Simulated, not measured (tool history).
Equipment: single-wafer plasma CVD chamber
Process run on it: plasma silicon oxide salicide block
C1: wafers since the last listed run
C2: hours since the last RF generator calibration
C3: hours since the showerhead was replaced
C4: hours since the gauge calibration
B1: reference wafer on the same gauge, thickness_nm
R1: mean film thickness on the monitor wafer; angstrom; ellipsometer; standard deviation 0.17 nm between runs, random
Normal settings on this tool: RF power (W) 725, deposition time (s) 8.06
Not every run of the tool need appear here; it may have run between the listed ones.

{"run": 1, "hour": 0.0, "RF power (W)": 640, "deposition time (s)": 8.06, "C1": 0, "C2": 1540.8, "C3": 3628.7, "C4": 463.6, "B1": 63.114, "R1": 737.56}
{"run": 2, "hour": 24.3, "RF power (W)": 725, "deposition time (s)": 8.06, "C1": 421, "C2": 1565.1, "C3": 3653.0, "C4": 487.9, "B1": 63.083, "R1": 765.04}
{"run": 3, "hour": 48.7, "RF power (W)": 725, "deposition time (s)": 8.06, "C1": 423, "C2": 1589.5, "C3": 3677.4, "C4": 512.3, "B1": 63.087, "R1": 764.56}
{"hour": 57.7, "done": "gauge calibrated"}
{"run": 4, "hour": 80.0, "RF power (W)": 725, "deposition time (s)": 8.06, "C1": 543, "C2": 1620.8, "C3": 3708.7, "C4": 22.3, "B1": 63.119, "R1": 767.42}
{"run": 5, "hour": 182.4, "RF power (W)": 725, "deposition time (s)": 8.06, "C1": 1778, "C2": 1723.2, "C3": 3811.1, "C4": 124.7, "B1": 63.097, "R1": 762.61}
{"run": 6, "hour": 201.5, "RF power (W)": 725, "deposition time (s)": 8.06, "C1": 331, "C2": 1742.3, "C3": 3830.2, "C4": 143.8, "B1": 63.125, "R1": 765.18}
{"run": 7, "hour": 218.6, "RF power (W)": 770, "deposition time (s)": 8.06, "C1": 296, "C2": 1759.4, "C3": 3847.3, "C4": 160.9, "B1": 63.098, "R1": 778.58}
{"run": 8, "hour": 240.5, "RF power (W)": 770, "deposition time (s)": 8.06, "C1": 380, "C2": 1781.3, "C3": 3869.2, "C4": 182.8, "B1": 63.115, "R1": 778.54}
{"hour": 256.2, "done": "showerhead replaced"}
{"run": 9, "hour": 270.1, "RF power (W)": 725, "deposition time (s)": 8.06, "C1": 375, "C2": 1810.9, "C3": 13.9, "C4": 212.4, "B1": 63.096, "R1": 763.91}
{"run": 10, "hour": 326.4, "RF power (W)": 725, "deposition time (s)": 8.06, "C1": 977, "C2": 1867.2, "C3": 70.2, "C4": 268.7, "B1": 63.081, "R1": 760.49}
{"run": 11, "hour": 355.0, "RF power (W)": 725, "deposition time (s)": 8.06, "C1": 496, "C2": 1895.8, "C3": 98.8, "C4": 297.3, "B1": 63.085, "R1": 761.51}
{"run": 12, "hour": 369.1, "RF power (W)": 725, "deposition time (s)": 8.06, "C1": 244, "C2": 1909.9, "C3": 112.9, "C4": 311.4, "B1": 63.123, "R1": 763.61}
{"run": 13, "hour": 400.4, "RF power (W)": 765, "deposition time (s)": 8.06, "C1": 543, "C2": 1941.2, "C3": 144.2, "C4": 342.7, "B1": 63.102, "R1": 774.04}
{"run": 14, "hour": 428.3, "RF power (W)": 765, "deposition time (s)": 8.06, "C1": 484, "C2": 1969.1, "C3": 172.1, "C4": 370.6, "B1": 63.109, "R1": 771.95}
{"run": 15, "hour": 448.9, "RF power (W)": 725, "deposition time (s)": 8.06, "C1": 357, "C2": 1989.7, "C3": 192.7, "C4": 391.2, "B1": 63.096, "R1": 760.52}
{"run": 16, "hour": 545.2, "RF power (W)": 670, "deposition time (s)": 9.56, "C1": 1672, "C2": 2086.0, "C3": 289.0, "C4": 487.5, "B1": 63.098, "R1": 879.09}
{"run": 17, "hour": 564.4, "RF power (W)": 725, "deposition time (s)": 9.57, "C1": 333, "C2": 2105.2, "C3": 308.2, "C4": 506.7, "B1": 63.135, "R1": 901.19}
{"run": 18, "hour": 585.1, "RF power (W)": 640, "deposition time (s)": 6.69, "C1": 359, "C2": 2125.9, "C3": 328.9, "C4": 527.4, "B1": 63.072, "R1": 606.86}
{"hour": 596.7, "done": "gauge calibrated"}
{"run": 19, "hour": 607.2, "RF power (W)": 610, "deposition time (s)": 7.11, "C1": 383, "C2": 2148.0, "C3": 351.0, "C4": 10.5, "B1": 63.119, "R1": 637.45}
{"run": 20, "hour": 632.8, "RF power (W)": 765, "deposition time (s)": 6.85, "C1": 444, "C2": 2173.6, "C3": 376.6, "C4": 36.1, "B1": 63.097, "R1": 654.99}
{"hour": 655.3, "done": "RF generator calibrated"}
{"run": 21, "hour": 655.8, "RF power (W)": 725, "deposition time (s)": 7.31, "C1": 260, "C2": 0.5, "C3": 399.6, "C4": 59.1, "B1": 63.108, "R1": 705.3}
{"run": 22, "hour": 683.2, "RF power (W)": 725, "deposition time (s)": 8.06, "C1": 475, "C2": 27.9, "C3": 427.0, "C4": 86.5, "B1": 63.088, "R1": 777.58}
{"run": 23, "hour": 697.9, "RF power (W)": 725, "deposition time (s)": 8.06, "C1": 255, "C2": 42.6, "C3": 441.7, "C4": 101.2, "B1": 63.12, "R1": 780.09}
{"run": 24, "hour": 710.1, "RF power (W)": 615, "deposition time (s)": 9.31, "C1": 211, "C2": 54.8, "C3": 453.9, "C4": 113.4, "B1": 63.079, "R1": 854.54}
{"run": 25, "hour": 743.9, "RF power (W)": 655, "deposition time (s)": 8.06, "C1": 586, "C2": 88.6, "C3": 487.7, "C4": 147.2, "B1": 63.104, "R1": 752.38}
{"run": 26, "hour": 767.4, "RF power (W)": 725, "deposition time (s)": 8.06, "C1": 408, "C2": 112.1, "C3": 511.2, "C4": 170.7, "B1": 63.109, "R1": 776.19}
{"run": 27, "hour": 787.3, "RF power (W)": 725, "deposition time (s)": 8.06, "C1": 345, "C2": 132.0, "C3": 531.1, "C4": 190.6, "B1": 63.097, "R1": 776.87}
{"run": 28, "hour": 816.1, "RF power (W)": 725, "deposition time (s)": 8.06, "C1": 500, "C2": 160.8, "C3": 559.9, "C4": 219.4, "B1": 63.116, "R1": 777.55}
{"run": 29, "hour": 836.8, "RF power (W)": 775, "deposition time (s)": 8.75, "C1": 359, "C2": 181.5, "C3": 580.6, "C4": 240.1, "B1": 63.103, "R1": 861.05}
{"run": 30, "hour": 850.2, "RF power (W)": 865, "deposition time (s)": 8.64, "C1": 232, "C2": 194.9, "C3": 594.0, "C4": 253.5, "B1": 63.067, "R1": 881.37}

For each run, what was the tool's unlogged condition?
gauge reads high (%): 0, the same for each run
H1: delivered RF power above the setpoint (%)
run=1 H1=-6.29
run=2 H1=-6.38
run=3 H1=-6.48
run=4 H1=-6.61
run=5 H1=-7.03
run=6 H1=-7.1
run=7 H1=-7.17
run=8 H1=-7.26
run=9 H1=-7.38
run=10 H1=-7.61
run=11 H1=-7.73
run=12 H1=-7.78
run=13 H1=-7.91
run=14 H1=-8.02
run=15 H1=-8.11
run=16 H1=-8.5
run=17 H1=-8.58
run=18 H1=-8.66
run=19 H1=-8.75
run=20 H1=-8.86
run=21 H1=-0.587
run=22 H1=-0.698
run=23 H1=-0.758
run=24 H1=-0.808
run=25 H1=-0.945
run=26 H1=-1.04
run=27 H1=-1.12
run=28 H1=-1.24
run=29 H1=-1.32
run=30 H1=-1.38

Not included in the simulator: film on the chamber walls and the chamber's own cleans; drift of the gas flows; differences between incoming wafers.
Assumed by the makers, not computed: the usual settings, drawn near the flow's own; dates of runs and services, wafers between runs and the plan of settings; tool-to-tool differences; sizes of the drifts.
